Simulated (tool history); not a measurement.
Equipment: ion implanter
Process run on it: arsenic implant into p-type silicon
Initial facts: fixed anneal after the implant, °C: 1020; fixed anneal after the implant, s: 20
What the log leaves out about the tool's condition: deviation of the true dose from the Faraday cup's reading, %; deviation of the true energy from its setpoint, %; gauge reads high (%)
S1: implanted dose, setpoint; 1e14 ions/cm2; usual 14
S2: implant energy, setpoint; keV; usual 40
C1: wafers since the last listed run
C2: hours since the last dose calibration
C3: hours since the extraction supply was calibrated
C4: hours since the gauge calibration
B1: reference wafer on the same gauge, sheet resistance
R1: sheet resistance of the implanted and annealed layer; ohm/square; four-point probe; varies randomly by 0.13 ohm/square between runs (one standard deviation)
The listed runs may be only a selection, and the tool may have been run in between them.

run	hour	S1	S2	C1	C2	C3	C4	B1	R1
1	0	14	46	0	1576.6	3137.7	87.2	79.83	82.64
2	11	16.16	40	176	1587.6	3148.7	98.2	79.77	79.46
3	21.9	16.16	40	175	1598.5	3159.6	109.1	79.83	79.6
4	32.1	16.16	40	164	1608.7	3169.8	119.3	79.85	79.5
# hour 34.5: gauge calibrated
5	42.8	14	40	172	1619.4	3180.5	8.3	79.82	85.38
# hour 62.9: extraction supply calibrated
6	89.8	14	40	627	1666.4	26.9	55.3	79.75	85.41
7	95.9	14	40	98	1672.5	33	61.4	79.86	85.44
8	105.2	15.32	40	149	1681.8	42.3	70.7	79.79	81.69
# hour 124: Faraday cup replaced and dose calibrated
9	124.5	16.61	27	181	0.5	61.6	90	79.85	88.16
10	128.6	15.72	36	65	4.6	65.7	94.1	79.82	82.92
# hour 145.3: gauge calibrated
11	145.6	14	40	273	21.6	82.7	0.3	79.81	85.21

What does the tool deliver on the next run?
12	154.4	18.08	40	141	30.4	91.5	9.1	?	?

{"run 12": {"B1": 79.77, "R1": 75.71}}
Without the tool's hidden state the same run would have given R1 75.71 ohm/square.
